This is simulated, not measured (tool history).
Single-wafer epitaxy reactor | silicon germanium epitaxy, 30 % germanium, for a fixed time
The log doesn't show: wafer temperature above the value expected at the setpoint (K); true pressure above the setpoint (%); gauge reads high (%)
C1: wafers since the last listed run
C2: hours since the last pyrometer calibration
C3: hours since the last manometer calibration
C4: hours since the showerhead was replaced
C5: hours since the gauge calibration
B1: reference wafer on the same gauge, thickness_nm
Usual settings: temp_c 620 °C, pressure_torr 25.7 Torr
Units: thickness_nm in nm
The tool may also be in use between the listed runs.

{"run": 1, "hour": 0.0, "temp_c": 620, "pressure_torr": 25.7, "C1": 0, "C2": 1787.7, "C3": 1253.6, "C4": 3439.1, "C5": 173.0, "B1": 107.408, "thickness_nm": 89.997}
{"run": 2, "hour": 50.3, "temp_c": 620, "pressure_torr": 25.7, "C1": 980, "C2": 1838.0, "C3": 1303.9, "C4": 3489.4, "C5": 223.3, "B1": 107.318, "thickness_nm": 90.162}
{"run": 3, "hour": 69.0, "temp_c": 620, "pressure_torr": 25.7, "C1": 364, "C2": 1856.7, "C3": 1322.6, "C4": 3508.1, "C5": 242.0, "B1": 107.272, "thickness_nm": 89.926}
{"run": 4, "hour": 96.8, "temp_c": 611, "pressure_torr": 25.7, "C1": 541, "C2": 1884.5, "C3": 1350.4, "C4": 3535.9, "C5": 269.8, "B1": 107.235, "thickness_nm": 76.44}
{"run": 5, "hour": 113.2, "temp_c": 611, "pressure_torr": 25.7, "C1": 319, "C2": 1900.9, "C3": 1366.8, "C4": 3552.3, "C5": 286.2, "B1": 107.16, "thickness_nm": 76.147}
{"run": 6, "hour": 130.7, "temp_c": 611, "pressure_torr": 25.7, "C1": 341, "C2": 1918.4, "C3": 1384.3, "C4": 3569.8, "C5": 303.7, "B1": 107.359, "thickness_nm": 75.644}
{"run": 7, "hour": 158.8, "temp_c": 620, "pressure_torr": 25.7, "C1": 547, "C2": 1946.5, "C3": 1412.4, "C4": 3597.9, "C5": 331.8, "B1": 107.212, "thickness_nm": 89.445}
{"run": 8, "hour": 172.6, "temp_c": 620, "pressure_torr": 25.7, "C1": 269, "C2": 1960.3, "C3": 1426.2, "C4": 3611.7, "C5": 345.6, "B1": 107.218, "thickness_nm": 89.606}
{"hour": 183.2, "done": "showerhead replaced"}
{"run": 9, "hour": 200.8, "temp_c": 620, "pressure_torr": 25.7, "C1": 393, "C2": 1988.5, "C3": 1454.4, "C4": 17.6, "C5": 373.8, "B1": 106.958, "thickness_nm": 89.484}
{"run": 10, "hour": 232.3, "temp_c": 620, "pressure_torr": 25.7, "C1": 614, "C2": 2020.0, "C3": 1485.9, "C4": 49.1, "C5": 405.3, "B1": 107.238, "thickness_nm": 89.99}
{"run": 11, "hour": 256.2, "temp_c": 608, "pressure_torr": 22.4, "C1": 465, "C2": 2043.9, "C3": 1509.8, "C4": 73.0, "C5": 429.2, "B1": 107.047, "thickness_nm": 66.165}
{"run": 12, "hour": 276.0, "temp_c": 620, "pressure_torr": 25.7, "C1": 385, "C2": 2063.7, "C3": 1529.6, "C4": 92.8, "C5": 449.0, "B1": 107.029, "thickness_nm": 89.843}
{"hour": 297.7, "done": "gauge calibrated"}
{"run": 13, "hour": 300.6, "temp_c": 620, "pressure_torr": 25.7, "C1": 479, "C2": 2088.3, "C3": 1554.2, "C4": 117.4, "C5": 2.9, "B1": 108.508, "thickness_nm": 90.971}
{"hour": 317.0, "done": "capacitance manometer re-zeroed and calibrated"}
{"run": 14, "hour": 328.9, "temp_c": 625, "pressure_torr": 23.8, "C1": 395, "C2": 2116.6, "C3": 11.9, "C4": 145.7, "C5": 31.2, "B1": 108.351, "thickness_nm": 94.486}
{"run": 15, "hour": 359.3, "temp_c": 620, "pressure_torr": 20.9, "C1": 592, "C2": 2147.0, "C3": 42.3, "C4": 176.1, "C5": 61.6, "B1": 108.009, "thickness_nm": 80.227}
{"hour": 378.5, "done": "pyrometer calibrated"}
{"run": 16, "hour": 394.5, "temp_c": 620, "pressure_torr": 30.4, "C1": 530, "C2": 16.0, "C3": 77.5, "C4": 211.3, "C5": 96.8, "B1": 107.905, "thickness_nm": 98.728}
{"run": 17, "hour": 417.2, "temp_c": 608, "pressure_torr": 25.7, "C1": 442, "C2": 38.7, "C3": 100.2, "C4": 234.0, "C5": 119.5, "B1": 107.588, "thickness_nm": 72.398}
{"run": 18, "hour": 433.5, "temp_c": 609, "pressure_torr": 29.6, "C1": 317, "C2": 55.0, "C3": 116.5, "C4": 250.3, "C5": 135.8, "B1": 107.37, "thickness_nm": 79.459}
{"run": 19, "hour": 449.6, "temp_c": 633, "pressure_torr": 31.8, "C1": 313, "C2": 71.1, "C3": 132.6, "C4": 266.4, "C5": 151.9, "B1": 107.306, "thickness_nm": 126.834}
{"run": 20, "hour": 478.5, "temp_c": 620, "pressure_torr": 31.5, "C1": 563, "C2": 100.0, "C3": 161.5, "C4": 295.3, "C5": 180.8, "B1": 107.215, "thickness_nm": 99.873}

4 ways to go on from here, each from the tool as it stands after run 20. What would each give?
{"run": "A", "hour": 478.9, "temp_c": 620, "pressure_torr": 25.7, "C1": 7, "C2": 100.4, "C3": 161.9, "C4": 295.7, "C5": 181.2, "B1": "?", "thickness_nm": "?"}
{"run": "B", "hour": 478.9, "temp_c": 625, "pressure_torr": 29.8, "C1": 7, "C2": 100.4, "C3": 161.9, "C4": 295.7, "C5": 181.2, "B1": "?", "thickness_nm": "?"}
{"run": "C", "hour": 478.9, "temp_c": 605, "pressure_torr": 21.8, "C1": 7, "C2": 100.4, "C3": 161.9, "C4": 295.7, "C5": 181.2, "B1": "?", "thickness_nm": "?"}
{"run": "D", "hour": 478.9, "temp_c": 606, "pressure_torr": 22.5, "C1": 7, "C2": 100.4, "C3": 161.9, "C4": 295.7, "C5": 181.2, "B1": "?", "thickness_nm": "?"}

run=A B1=107.112 thickness_nm=89.447
run=B B1=107.112 thickness_nm=106.129
run=C B1=107.112 thickness_nm=61.572
run=D B1=107.112 thickness_nm=63.937
Without the tool's hidden state the same runs would have given:
run=A thickness_nm=90.673
run=B thickness_nm=107.584
run=C thickness_nm=62.416
run=D thickness_nm=64.814
